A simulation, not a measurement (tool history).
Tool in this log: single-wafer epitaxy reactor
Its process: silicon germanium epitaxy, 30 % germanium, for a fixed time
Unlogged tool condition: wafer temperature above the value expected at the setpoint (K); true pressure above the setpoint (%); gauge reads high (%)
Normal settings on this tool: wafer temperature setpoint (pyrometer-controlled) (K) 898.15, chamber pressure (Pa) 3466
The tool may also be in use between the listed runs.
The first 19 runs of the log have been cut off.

run     day  wafer temperature setpoint (pyrometer-controlled) (K)  chamber pressure (Pa)  wafers since the last listed run  hours since the last pyrometer calibration  hours since the last manometer calibration  hours since the showerhead was replaced  hours since the gauge calibration  read-back reference wafer on the same gauge, thickness_nm  mean film thickness on the monitor wafer (Å)
 20  57.350                                                 898.15                   3466                               830                                       174.4                                       490.9                                    135.6                              641.3                                                     86.063                                       1024.77
 21  59.904                                                 898.15                   3786                               915                                       235.7                                       552.2                                    196.9                              702.6                                                     85.919                                       1043.87
 22  62.833                                                 898.15                   3466                              1049                                       306.0                                       622.5                                    267.2                              772.9                                                     86.077                                       1014.92
 23  64.025                                                 887.15                   4106                               427                                       334.6                                       651.1                                    295.8                              801.5                                                     86.037                                        894.60
 24  65.458                                                 883.15                   3466                               513                                       369.0                                       685.5                                    330.2                              835.9                                                     86.033                                        800.45
 25  68.150                                                 910.15                   3466                               964                                       433.6                                       750.1                                    394.8                              900.5                                                     86.085                                       1223.54
 26  70.829                                                 905.15                   4213                               960                                       497.9                                       814.4                                    459.1                              964.8                                                     86.069                                       1205.13
 27  73.671                                                 898.15                   3466                              1018                                       566.1                                       882.6                                    527.3                             1033.0                                                     85.977                                       1023.40
 28  76.375                                                 910.15                   3466                               969                                       631.0                                       947.5                                    592.2                             1097.9                                                     86.043                                       1229.03
 29  77.775                                                 912.15                   3026                               501                                       664.6                                       981.1                                    625.8                             1131.5                                                     86.018                                       1220.10
 30  79.229                                                 907.15                   4280                               521                                       699.5                                      1016.0                                    660.7                             1166.4                                                     85.845                                       1261.17
 31  81.812                                                 902.15                   2880                               925                                       761.5                                      1078.0                                    722.7                             1228.4                                                     86.048                                       1045.63
     86.721  -- capacitance manometer re-zeroed and calibrated
 32  90.592                                                 898.15                   3866                              3027                                       972.2                                        92.9                                    933.4                             1439.1                                                     85.974                                       1043.62
 33  93.379                                                 888.15                   3133                               999                                      1039.1                                       159.8                                   1000.3                             1506.0                                                     86.148                                        839.30
 34  95.458                                                 888.15                   3466                               745                                      1089.0                                       209.7                                   1050.2                             1555.9                                                     86.118                                        861.06
 35  96.658                                                 898.15                   3066                               430                                      1117.8                                       238.5                                   1079.0                             1584.7                                                     85.973                                        980.23

Branching from run 35: 4 alternative next runs. What would each branch give?
  A  96.675                                                 903.15                   3466                                 5                                      1118.2                                       238.9                                   1079.4                             1585.1                                                          ?                                             ?
  B  96.675                                                 898.15                   4280                                 5                                      1118.2                                       238.9                                   1079.4                             1585.1                                                          ?                                             ?
  C  96.675                                                 907.15                   4040                                 5                                      1118.2                                       238.9                                   1079.4                             1585.1                                                          ?                                             ?
  D  96.675                                                 898.15                   3133                                 5                                      1118.2                                       238.9                                   1079.4                             1585.1                                                          ?                                             ?

run  read-back reference wafer on the same gauge, thickness_nm  mean film thickness on the monitor wafer (Å)
  A                                                     86.105                                       1084.85
  B                                                     86.105                                       1069.83
  C                                                     86.105                                       1205.82
  D                                                     86.105                                        976.50
Had the tool no hidden state, the same runs would have come out as:
run  mean film thickness on the monitor wafer (Å)
  A                                       1086.76
  B                                       1071.71
  C                                       1207.94
  D                                        978.22
